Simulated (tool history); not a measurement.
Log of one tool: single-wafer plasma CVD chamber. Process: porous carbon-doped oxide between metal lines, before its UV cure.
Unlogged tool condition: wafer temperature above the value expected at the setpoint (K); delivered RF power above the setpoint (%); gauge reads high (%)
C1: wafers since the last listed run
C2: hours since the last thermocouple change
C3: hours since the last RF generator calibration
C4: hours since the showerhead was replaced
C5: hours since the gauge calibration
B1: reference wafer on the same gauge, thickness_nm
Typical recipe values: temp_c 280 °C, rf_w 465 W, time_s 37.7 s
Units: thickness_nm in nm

{"run": 1, "hour": 0.0, "temp_c": 280, "rf_w": 465, "time_s": 41.5, "C1": 0, "C2": 135.2, "C3": 1928.5, "C4": 2995.9, "C5": 431.6, "B1": 178.999, "thickness_nm": 233.529}
{"hour": 19.8, "done": "RF generator calibrated"}
{"run": 2, "hour": 168.9, "temp_c": 280, "rf_w": 465, "time_s": 37.7, "C1": 2503, "C2": 304.1, "C3": 149.1, "C4": 3164.8, "C5": 600.5, "B1": 179, "thickness_nm": 215.978}
{"run": 3, "hour": 254.7, "temp_c": 280, "rf_w": 465, "time_s": 37.7, "C1": 1335, "C2": 389.9, "C3": 234.9, "C4": 3250.6, "C5": 686.3, "B1": 178.815, "thickness_nm": 215.576}
{"run": 4, "hour": 343.8, "temp_c": 280, "rf_w": 465, "time_s": 37.7, "C1": 1386, "C2": 479, "C3": 324, "C4": 3339.7, "C5": 775.4, "B1": 178.958, "thickness_nm": 215.529}
{"run": 5, "hour": 471.4, "temp_c": 280, "rf_w": 465, "time_s": 37.7, "C1": 1985, "C2": 606.6, "C3": 451.6, "C4": 3467.3, "C5": 903, "B1": 178.987, "thickness_nm": 214.117}
{"run": 6, "hour": 656.2, "temp_c": 272, "rf_w": 465, "time_s": 37.7, "C1": 2875, "C2": 791.4, "C3": 636.4, "C4": 3652.1, "C5": 1087.8, "B1": 179.121, "thickness_nm": 225.494}
{"run": 7, "hour": 742.1, "temp_c": 272, "rf_w": 465, "time_s": 37.7, "C1": 1336, "C2": 877.3, "C3": 722.3, "C4": 3738, "C5": 1173.7, "B1": 179.148, "thickness_nm": 224.308}
{"run": 8, "hour": 824.7, "temp_c": 280, "rf_w": 465, "time_s": 37.7, "C1": 1285, "C2": 959.9, "C3": 804.9, "C4": 3820.6, "C5": 1256.3, "B1": 179.086, "thickness_nm": 214.176}
{"hour": 878.7, "done": "gauge calibrated"}
{"run": 9, "hour": 1106.7, "temp_c": 286, "rf_w": 465, "time_s": 41.5, "C1": 4388, "C2": 1241.9, "C3": 1086.9, "C4": 4102.6, "C5": 228, "B1": 178.822, "thickness_nm": 226.94}
{"run": 10, "hour": 1168.5, "temp_c": 280, "rf_w": 465, "time_s": 37.7, "C1": 961, "C2": 1303.7, "C3": 1148.7, "C4": 4164.4, "C5": 289.8, "B1": 178.994, "thickness_nm": 215.405}
{"run": 11, "hour": 1259.8, "temp_c": 280, "rf_w": 465, "time_s": 37.7, "C1": 1420, "C2": 1395, "C3": 1240, "C4": 4255.7, "C5": 381.1, "B1": 179.157, "thickness_nm": 213.82}
{"hour": 1330.6, "done": "thermocouple changed; heater temperature recalibrated"}
{"run": 12, "hour": 1393.7, "temp_c": 280, "rf_w": 465, "time_s": 37.7, "C1": 1959, "C2": 63.1, "C3": 1373.9, "C4": 4389.6, "C5": 515, "B1": 178.915, "thickness_nm": 213.827}
{"run": 13, "hour": 1457.7, "temp_c": 280, "rf_w": 465, "time_s": 37.7, "C1": 995, "C2": 127.1, "C3": 1437.9, "C4": 4453.6, "C5": 579, "B1": 178.952, "thickness_nm": 211.996}
{"run": 14, "hour": 1501.2, "temp_c": 280, "rf_w": 430, "time_s": 42.3, "C1": 676, "C2": 170.6, "C3": 1481.4, "C4": 4497.1, "C5": 622.5, "B1": 179.025, "thickness_nm": 222.164}
{"run": 15, "hour": 1557.4, "temp_c": 291, "rf_w": 465, "time_s": 41.4, "C1": 874, "C2": 226.8, "C3": 1537.6, "C4": 4553.3, "C5": 678.7, "B1": 179.075, "thickness_nm": 218.083}
{"run": 16, "hour": 1616.1, "temp_c": 284, "rf_w": 515, "time_s": 42.5, "C1": 913, "C2": 285.5, "C3": 1596.3, "C4": 4612, "C5": 737.4, "B1": 178.988, "thickness_nm": 252.54}
{"hour": 1666.0, "done": "showerhead replaced"}
{"run": 17, "hour": 1709.7, "temp_c": 280, "rf_w": 465, "time_s": 37.7, "C1": 1331, "C2": 379.1, "C3": 1689.9, "C4": 43.7, "C5": 831, "B1": 179.047, "thickness_nm": 213.704}
{"hour": 1764.3, "done": "RF generator calibrated"}
{"run": 18, "hour": 1807.9, "temp_c": 293, "rf_w": 440, "time_s": 40.5, "C1": 1403, "C2": 477.3, "C3": 43.6, "C4": 141.9, "C5": 929.2, "B1": 178.991, "thickness_nm": 208.118}
{"run": 19, "hour": 1879.6, "temp_c": 280, "rf_w": 465, "time_s": 31.1, "C1": 1115, "C2": 549, "C3": 115.3, "C4": 213.6, "C5": 1000.9, "B1": 178.883, "thickness_nm": 179.629}
{"run": 20, "hour": 2190.4, "temp_c": 280, "rf_w": 465, "time_s": 37.7, "C1": 4836, "C2": 859.8, "C3": 426.1, "C4": 524.4, "C5": 1311.7, "B1": 179.145, "thickness_nm": 215.731}
{"hour": 2238.7, "done": "gauge calibrated"}
{"run": 21, "hour": 2248.3, "temp_c": 286, "rf_w": 465, "time_s": 40, "C1": 900, "C2": 917.7, "C3": 484, "C4": 582.3, "C5": 9.6, "B1": 178.997, "thickness_nm": 221.248}
{"run": 22, "hour": 2355.5, "temp_c": 276, "rf_w": 505, "time_s": 42, "C1": 1668, "C2": 1024.9, "C3": 591.2, "C4": 689.5, "C5": 116.8, "B1": 178.971, "thickness_nm": 262.039}
{"run": 23, "hour": 2400.9, "temp_c": 280, "rf_w": 465, "time_s": 37.7, "C1": 706, "C2": 1070.3, "C3": 636.6, "C4": 734.9, "C5": 162.2, "B1": 178.911, "thickness_nm": 216.116}
{"run": 24, "hour": 2454.3, "temp_c": 280, "rf_w": 465, "time_s": 37.7, "C1": 830, "C2": 1123.7, "C3": 690, "C4": 788.3, "C5": 215.6, "B1": 179.02, "thickness_nm": 216.624}
{"run": 25, "hour": 2523.6, "temp_c": 280, "rf_w": 435, "time_s": 32.6, "C1": 1078, "C2": 1193, "C3": 759.3, "C4": 857.6, "C5": 284.9, "B1": 179.161, "thickness_nm": 178.072}
{"run": 26, "hour": 2626.2, "temp_c": 280, "rf_w": 465, "time_s": 37.7, "C1": 1596, "C2": 1295.6, "C3": 861.9, "C4": 960.2, "C5": 387.5, "B1": 178.953, "thickness_nm": 215.85}

Take each entry between the runs: how does the hidden state at the last listed run before it differ from the hidden state at the first listed run after it?
From run 1 to run 2: RF generator calibrated (hour 19.8)
  wafer temperature above the value expected at the setpoint (K): 0.166 -> 0.0869; delivered RF power above the setpoint (%): -2.7 -> -1.1
  difference, measured minus the result without the unlogged condition, thickness_nm: -5.223 -> -1.887 nm
From run 8 to run 9: gauge calibrated (hour 878.7)
  wafer temperature above the value expected at the setpoint (K): -0.803 -> -1.47; delivered RF power above the setpoint (%): -2.55 -> -2.81
  difference, measured minus the result without the unlogged condition, thickness_nm: -3.212 -> -3.056 nm
From run 11 to run 12: thermocouple changed; heater temperature recalibrated (hour 1330.6)
  wafer temperature above the value expected at the setpoint (K): -1.9 -> -0.0414; delivered RF power above the setpoint (%): -2.91 -> -2.97
  difference, measured minus the result without the unlogged condition, thickness_nm: -2.436 -> -5.028 nm
From run 16 to run 17: showerhead replaced (hour 1666)
  wafer temperature above the value expected at the setpoint (K): -0.125 -> -0.191; delivered RF power above the setpoint (%): -3.05 -> -3.08
  difference, measured minus the result without the unlogged condition, thickness_nm: -5.605 -> -5.028 nm
From run 17 to run 18: RF generator calibrated (hour 1764.3)
  wafer temperature above the value expected at the setpoint (K): -0.191 -> -0.282; delivered RF power above the setpoint (%): -3.08 -> -0.268
  difference, measured minus the result without the unlogged condition, thickness_nm: -5.028 -> -0.147 nm
From run 20 to run 21: gauge calibrated (hour 2238.7)
  wafer temperature above the value expected at the setpoint (K): -0.831 -> -0.941; delivered RF power above the setpoint (%): -1.52 -> -1.65
  difference, measured minus the result without the unlogged condition, thickness_nm: -1.374 -> -1.508 nm
